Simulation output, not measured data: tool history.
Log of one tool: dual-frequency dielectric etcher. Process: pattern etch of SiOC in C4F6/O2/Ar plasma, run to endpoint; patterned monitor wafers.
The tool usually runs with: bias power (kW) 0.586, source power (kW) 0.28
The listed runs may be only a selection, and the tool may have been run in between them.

| run | day | bias power (kW) | source power (kW) | incoming incoming film thickness, nm | endpoint time (s) |
|---|---|---|---|---|---|
| 1 | 0 | 0.586 | 0.32 | 43.93 | 17.1 |
| 2 | 1.229 | 0.586 | 0.32 | 44.24 | 17.1 |
| 3 | 2.746 | 0.586 | 0.32 | 44.06 | 17.2 |
| 4 | 3.946 | 0.5 | 0.28 | 43.6 | 18.4 |
|  | 7.329 | wet clean of the chamber |
| 5 | 7.35 | 0.5 | 0.28 | 43.73 | 18 |
| 6 | 8.971 | 0.5 | 0.28 | 43.67 | 18 |
| 7 | 10.371 | 0.586 | 0.3 | 43.59 | 16.8 |
| 8 | 12.5 | 0.586 | 0.28 | 43.78 | 17.4 |
| 9 | 14.429 | 0.586 | 0.28 | 43.77 | 17.5 |
| 10 | 15.946 | 0.586 | 0.28 | 43.87 | 17.7 |
| 11 | 18.758 | 0.586 | 0.28 | 43.98 | 17.8 |
| 12 | 20.217 | 0.586 | 0.28 | 43.98 | 17.8 |
| 13 | 21.65 | 0.586 | 0.32 | 44.21 | 17.3 |
| 14 | 23.221 | 0.586 | 0.28 | 44.09 | 18 |
|  | 25.346 | upper electrode replaced |
| 15 | 25.367 | 0.501 | 0.23 | 43.43 | 19.5 |
|  | 26.112 | bias power generator calibrated |
|  | 27.892 | source power generator calibrated |
|  | 28.671 | wet clean of the chamber |
| 16 | 28.692 | 0.476 | 0.25 | 43.49 | 18.8 |
| 17 | 29.117 | 0.495 | 0.28 | 44.14 | 18.1 |
| 18 | 30.125 | 0.586 | 0.25 | 43.9 | 17.8 |
| 19 | 31.742 | 0.457 | 0.35 | 44.15 | 17.5 |
| 20 | 34.1 | 0.715 | 0.28 | 44.03 | 16.7 |
| 21 | 35.938 | 0.586 | 0.28 | 44.5 | 17.7 |
| 22 | 37.779 | 0.635 | 0.28 | 44.01 | 17.2 |
| 23 | 39.438 | 0.461 | 0.21 | 44.21 | 20.5 |
| 24 | 41.392 | 0.495 | 0.34 | 43.76 | 17.6 |

Forecast run 25:
| 25 | 42.738 | 0.524 | 0.28 | 44.32 | ? |

endpoint time (s): 18.5
Without the tool's hidden state the same run would have given endpoint time (s) 18.
